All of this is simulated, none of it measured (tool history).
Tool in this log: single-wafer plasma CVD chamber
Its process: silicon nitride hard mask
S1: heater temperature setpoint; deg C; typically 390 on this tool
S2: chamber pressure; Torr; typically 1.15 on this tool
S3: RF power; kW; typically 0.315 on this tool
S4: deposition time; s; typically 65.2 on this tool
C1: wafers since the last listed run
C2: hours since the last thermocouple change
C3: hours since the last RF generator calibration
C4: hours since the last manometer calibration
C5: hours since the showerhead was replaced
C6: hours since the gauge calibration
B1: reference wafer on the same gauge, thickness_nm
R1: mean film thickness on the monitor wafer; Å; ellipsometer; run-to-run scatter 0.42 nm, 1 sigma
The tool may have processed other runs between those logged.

run    hour   S1    S2     S3    S4    C1      C2      C3      C4      C5      C6      B1      R1
  1       0  381  1.15  0.315  65.2     0   462.9  1228.8    18.9    56.6  1899.8  76.492  707.32
  2    82.2  381  1.15  0.315  65.2  1141   545.1    1311   101.1   138.8    1982  76.757  714.07
  3   173.4  381  1.15  0.315  65.2  1266   636.3  1402.2   192.3     230  2073.2  76.566  720.56
  4   245.3  390  1.41  0.315  65.2   998   708.2  1474.1   264.2   301.9  2145.1  76.494   777.3
      268.9  -- RF generator calibrated
  5   334.9  377  1.35  0.335  65.2  1133   797.8      66   353.8   391.5  2234.7   76.56  802.36
  6   407.3  378  1.15  0.315  77.1  1005   870.2   138.4   426.2   463.9  2307.1  76.535  834.47
  7   454.6  384  1.15  0.255  65.2   657   917.5   185.7   473.5   511.2  2354.4  76.446  604.54
  8   491.1  390  1.15  0.315  65.2   507     954   222.2     510   547.7  2390.9  76.565  705.78
  9     547  376  1.15  0.315    77   776  1009.9   278.1   565.9   603.6  2446.8  76.346  835.58
 10   602.9  390  1.33  0.315  65.2   776  1065.8     334   621.8   659.5  2502.7  76.505  758.24
 11   689.3  390  1.15  0.315  65.2  1200  1152.2   420.4   708.2   745.9  2589.1  76.684  704.76
 12     726  390  1.36  0.315  65.2   509  1188.9   457.1   744.9   782.6  2625.8  76.682  762.91
 13   768.6  383  1.24  0.315  61.4   591  1231.5   499.7   787.5   825.2  2668.4   76.55  694.68
 14   824.7  390  1.37  0.345  74.8   779  1287.6   555.8   843.6   881.3  2724.5  76.587   939.6
 15   925.5  390  1.15  0.315  58.7  1400  1388.4   656.6   944.4   982.1  2825.3  76.578  635.24
 16  1008.7  390  1.15  0.295  65.2  1155  1471.6   739.8  1027.6  1065.3  2908.5  76.647  671.25
 17  1112.4  405  1.15  0.315  65.2  1440  1575.3   843.5  1131.3    1169  3012.2  76.485  701.61
     1126.3  -- gauge calibrated
 18  1162.2  390  1.15  0.315  65.2   691  1625.1   893.3  1181.1  1218.8    35.9  76.432   712.2
 19  1221.6  390  1.35  0.315  65.2   825  1684.5   952.7  1240.5  1278.2    95.3  76.538  759.46
 20  1329.2  377  1.15  0.315    58  1494  1792.1  1060.3  1348.1  1385.8   202.9  76.385  633.06
 21    1368  390  1.15  0.315  65.2   538  1830.9  1099.1  1386.9  1424.6   241.7  76.478  705.86
 22  1410.4  390  1.15  0.315  65.2   588  1873.3  1141.5  1429.3    1467   284.1  76.488  703.89
 23  1495.9  398  1.36   0.38  65.2  1187  1958.8    1227  1514.8  1552.5   369.6  76.354  867.78
     1606.6  -- thermocouple changed; heater temperature recalibrated
 24  1607.1  380  1.15  0.315  65.2  1433     0.5  1338.2    1626  1663.7   480.8  76.518  703.79
       1654  -- capacitance manometer re-zeroed and calibrated
 25  1672.5  390  1.15  0.315  65.2   797    65.9  1403.6    18.5  1729.1   546.2   76.52  717.26
 26  1729.9  390  1.15  0.285  65.2   797   123.3    1461    75.9  1786.5   603.6  76.562  661.03
 27  1816.2  390  1.15  0.315  65.2  1198   209.6  1547.3   162.2  1872.8   689.9  76.758  710.53

What differs in the tool's unlogged condition from the final listed run ahead of each entry between runs to the first listed run following it?
Run 4 -> run 5: RF generator calibrated (hour 268.9)
  the hidden state is the same at both runs
Run 17 -> run 18: gauge calibrated (hour 1126.3)
  the hidden state is the same at both runs
Run 23 -> run 24: thermocouple changed; heater temperature recalibrated (hour 1606.6)
  the hidden state is the same at both runs
Run 24 -> run 25: capacitance manometer re-zeroed and calibrated (hour 1654)
  the hidden state is the same at both runs

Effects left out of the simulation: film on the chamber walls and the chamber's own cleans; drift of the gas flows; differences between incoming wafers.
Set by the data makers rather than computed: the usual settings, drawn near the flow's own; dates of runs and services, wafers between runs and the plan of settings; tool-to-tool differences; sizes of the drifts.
